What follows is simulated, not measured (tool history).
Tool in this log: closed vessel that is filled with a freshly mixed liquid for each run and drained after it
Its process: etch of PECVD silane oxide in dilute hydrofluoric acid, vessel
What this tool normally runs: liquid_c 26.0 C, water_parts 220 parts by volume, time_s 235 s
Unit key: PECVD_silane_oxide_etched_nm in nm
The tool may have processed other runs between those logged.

run   hour  liquid_c  water_parts  time_s  wafers since the last listed run  hours since the thermometer was replaced  hours since the hydrofluoric acid flow meter was replaced  hours since the gauge calibration  read-back film thickness of the PECVD silane oxide reference wafer, read on the same gauge (nm)  PECVD_silane_oxide_etched_nm
  1    0.0      26.0          220     235                                 0                                    1299.7                                                     1194.6                               14.6                                                                                            90.01                         42.51
  2    7.0      26.0          250     235                               480                                    1306.7                                                     1201.6                               21.6                                                                                            90.01                         36.01
  3   24.3      26.0          250     235                              1188                                    1324.0                                                     1218.9                               38.9                                                                                            90.01                         35.92
  4   32.2      26.0          250     235                               542                                    1331.9                                                     1226.8                               46.8                                                                                            90.00                         35.86
  5   40.5      26.0          220     235                               570                                    1340.2                                                     1235.1                               55.1                                                                                            89.98                         42.02
  6   47.4      26.0          150     235                               474                                    1347.1                                                     1242.0                               62.0                                                                                            90.01                         67.30
  7   63.4      26.0          150     235                              1099                                    1363.1                                                     1258.0                               78.0                                                                                            89.99                         66.85
      72.7  -- thermometer replaced
  8   79.1      26.0          150     235                              1009                                       6.4                                                     1273.7                               93.7                                                                                            90.00                         67.04
  9   89.3      24.5          220     235                               700                                      16.6                                                     1283.9                              103.9                                                                                            90.02                         40.00
     100.7  -- gauge calibrated
 10  103.4      26.0          220     235                               968                                      30.7                                                     1298.0                                2.7                                                                                            90.01                         42.41
 11  111.9      26.0          250     315                               583                                      39.2                                                     1306.5                               11.2                                                                                            90.00                         48.32
 12  124.5      30.5          260     180                               865                                      51.8                                                     1319.1                               23.8                                                                                            90.00                         30.54
 13  132.8      26.0          250     235                               570                                      60.1                                                     1327.4                               32.1                                                                                            90.00                         35.98
     136.3  -- hydrofluoric acid flow meter replaced
 14  147.5      26.0          190     365                               941                                      74.8                                                       11.2                               46.8                                                                                            89.98                         78.76
 15  161.2      27.5          220     115                               941                                      88.5                                                       24.9                               60.5                                                                                            90.00                         21.75
 16  170.7      29.0          220     235                               652                                      98.0                                                       34.4                               70.0                                                                                            89.99                         47.05
 17  205.0      26.0          140     175                              2356                                     132.3                                                       68.7                              104.3                                                                                            90.00                         53.80

Consider 4 possible next runs. They are alternatives, not a sequence: every one starts from the tool as it was left by run 17. What does each give?
  A  205.7      23.0          220     235                                48                                     133.0                                                       69.4                              105.0                                                                                                ?                             ?
  B  205.7      26.0          150     275                                48                                     133.0                                                       69.4                              105.0                                                                                                ?                             ?
  C  205.7      30.5          265     365                                48                                     133.0                                                       69.4                              105.0                                                                                                ?                             ?
  D  205.7      21.5          125     235                                48                                     133.0                                                       69.4                              105.0                                                                                                ?                             ?

run  read-back film thickness of the PECVD silane oxide reference wafer, read on the same gauge (nm)  PECVD_silane_oxide_etched_nm
  A                                                                                            89.99                         37.81
  B                                                                                            89.99                         78.41
  C                                                                                            89.99                         60.28
  D                                                                                            89.99                         69.55
With no hidden state in the tool, these same runs would have given:
run  PECVD_silane_oxide_etched_nm
  A                         37.81
  B                         78.41
  C                         60.28
  D                         69.55

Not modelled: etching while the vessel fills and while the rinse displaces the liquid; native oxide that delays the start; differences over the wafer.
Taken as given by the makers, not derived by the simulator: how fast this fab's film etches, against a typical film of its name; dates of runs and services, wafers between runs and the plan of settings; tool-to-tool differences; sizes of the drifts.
